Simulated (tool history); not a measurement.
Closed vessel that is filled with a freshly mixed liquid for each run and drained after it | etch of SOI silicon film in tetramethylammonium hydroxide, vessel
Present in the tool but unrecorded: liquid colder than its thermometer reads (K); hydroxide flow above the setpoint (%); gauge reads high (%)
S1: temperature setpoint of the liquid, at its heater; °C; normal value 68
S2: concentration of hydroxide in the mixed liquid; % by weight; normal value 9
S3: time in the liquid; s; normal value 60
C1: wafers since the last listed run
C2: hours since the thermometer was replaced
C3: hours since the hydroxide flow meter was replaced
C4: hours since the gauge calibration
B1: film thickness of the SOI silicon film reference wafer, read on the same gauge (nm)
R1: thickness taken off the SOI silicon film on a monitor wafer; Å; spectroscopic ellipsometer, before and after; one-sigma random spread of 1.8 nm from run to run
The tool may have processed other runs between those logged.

| run | hour | S1 | S2 | S3 | C1 | C2 | C3 | C4 | B1 | R1 |
|---|---|---|---|---|---|---|---|---|---|---|
| 1 | 0 | 73 | 9 | 60 | 0 | 1044.9 | 852.5 | 405.7 | 30 | 4340 |
| 2 | 11.6 | 68 | 9 | 60 | 950 | 1056.5 | 864.1 | 417.3 | 30.03 | 3241.3 |
| 3 | 20.3 | 68 | 9 | 60 | 712 | 1065.2 | 872.8 | 426 | 30.02 | 3226 |
| 4 | 29 | 68 | 9 | 60 | 712 | 1073.9 | 881.5 | 434.7 | 29.98 | 3223.2 |
|  | 37.7 | gauge calibrated |
| 5 | 43.1 | 68 | 9 | 40 | 1154 | 1088 | 895.6 | 5.4 | 30.01 | 2158.2 |
| 6 | 55 | 72 | 9 | 60 | 974 | 1099.9 | 907.5 | 17.3 | 30 | 4059.8 |
| 7 | 106.7 | 66 | 9 | 60 | 4234 | 1151.6 | 959.2 | 69 | 29.97 | 2854.1 |
| 8 | 117.3 | 68 | 9 | 60 | 868 | 1162.2 | 969.8 | 79.6 | 30.04 | 3202.8 |
| 9 | 126.3 | 68 | 9 | 60 | 737 | 1171.2 | 978.8 | 88.6 | 30.02 | 3178.5 |
| 10 | 143.7 | 68 | 9 | 60 | 1425 | 1188.6 | 996.2 | 106 | 30.02 | 3179.8 |
| 11 | 149.8 | 68 | 9 | 60 | 499 | 1194.7 | 1002.3 | 112.1 | 29.97 | 3173.5 |
| 12 | 158.8 | 68 | 9 | 60 | 737 | 1203.7 | 1011.3 | 121.1 | 30.04 | 3186.4 |
| 13 | 170.2 | 72.5 | 9 | 60 | 933 | 1215.1 | 1022.7 | 132.5 | 30.01 | 4131.4 |
| 14 | 185.9 | 66 | 9.5 | 75 | 1286 | 1230.8 | 1038.4 | 148.2 | 30 | 3441.7 |
| 15 | 200.7 | 68 | 6.5 | 60 | 1212 | 1245.6 | 1053.2 | 163 | 30.01 | 3537.9 |
| 16 | 217.3 | 68 | 9 | 45 | 1359 | 1262.2 | 1069.8 | 179.6 | 29.99 | 2372.8 |
| 17 | 225.5 | 71 | 9 | 50 | 671 | 1270.4 | 1078 | 187.8 | 29.98 | 3132.4 |
| 18 | 232.3 | 73 | 8.5 | 30 | 557 | 1277.2 | 1084.8 | 194.6 | 29.99 | 2162.3 |
| 19 | 282.5 | 72.5 | 8.5 | 90 | 4112 | 1327.4 | 1135 | 244.8 | 29.95 | 6303.6 |
| 20 | 298.4 | 70.5 | 9 | 60 | 1302 | 1343.3 | 1150.9 | 260.7 | 29.99 | 3652.8 |
| 21 | 305.8 | 74 | 10 | 40 | 606 | 1350.7 | 1158.3 | 268.1 | 30 | 2862.7 |
|  | 308.9 | hydroxide flow meter replaced |
|  | 311 | thermometer replaced |
| 22 | 316.5 | 74.5 | 9 | 60 | 712 | 5.5 | 7.6 | 278.8 | 29.97 | 5238.6 |
| 23 | 323.8 | 74 | 7 | 75 | 597 | 12.8 | 14.9 | 286.1 | 30.02 | 7005 |
| 24 | 334.8 | 68 | 9 | 60 | 901 | 23.8 | 25.9 | 297.1 | 30 | 3603.9 |
| 25 | 344.4 | 70.5 | 9 | 85 | 786 | 33.4 | 35.5 | 306.7 | 29.95 | 5891.4 |
| 26 | 351.2 | 68 | 9 | 60 | 557 | 40.2 | 42.3 | 313.5 | 30 | 3599.2 |
| 27 | 358 | 68 | 9 | 60 | 557 | 47 | 49.1 | 320.3 | 30.01 | 3615.6 |
| 28 | 373.1 | 68 | 9 | 60 | 1236 | 62.1 | 64.2 | 335.4 | 30.01 | 3579.5 |
| 29 | 390.1 | 68 | 9 | 85 | 1392 | 79.1 | 81.2 | 352.4 | 30 | 5077.4 |
| 30 | 403.6 | 68 | 9 | 60 | 1105 | 92.6 | 94.7 | 365.9 | 29.98 | 3582.8 |
| 31 | 413.7 | 65.5 | 9 | 30 | 827 | 102.7 | 104.8 | 376 | 30 | 1533 |
| 32 | 427 | 73.5 | 9 | 45 | 1089 | 116 | 118.1 | 389.3 | 30.02 | 3680.7 |
| 33 | 444.1 | 74 | 9 | 60 | 1400 | 133.1 | 135.2 | 406.4 | 30 | 5067.2 |
| 34 | 450.9 | 64.5 | 9 | 60 | 557 | 139.9 | 142 | 413.2 | 30.01 | 2839.3 |

Predict each of these 4 candidate next runs independently; none follows another, all start after run 34:
| A | 451.6 | 65 | 9 | 60 | 57 | 140.6 | 142.7 | 413.9 | ? | ? |
| B | 451.6 | 75 | 10.5 | 75 | 57 | 140.6 | 142.7 | 413.9 | ? | ? |
| C | 451.6 | 62 | 9 | 50 | 57 | 140.6 | 142.7 | 413.9 | ? | ? |
| D | 451.6 | 75.5 | 7 | 50 | 57 | 140.6 | 142.7 | 413.9 | ? | ? |

| run | B1 | R1 |
|---|---|---|
| A | 30.02 | 2951 |
| B | 30.02 | 6279.2 |
| C | 30.02 | 2047.2 |
| D | 30.02 | 4942.3 |
What these runs would have given with no unlogged condition in the tool:
| run | R1 |
|---|---|
| A | 3050 |
| B | 6476.8 |
| C | 2116.7 |
| D | 5084.8 |
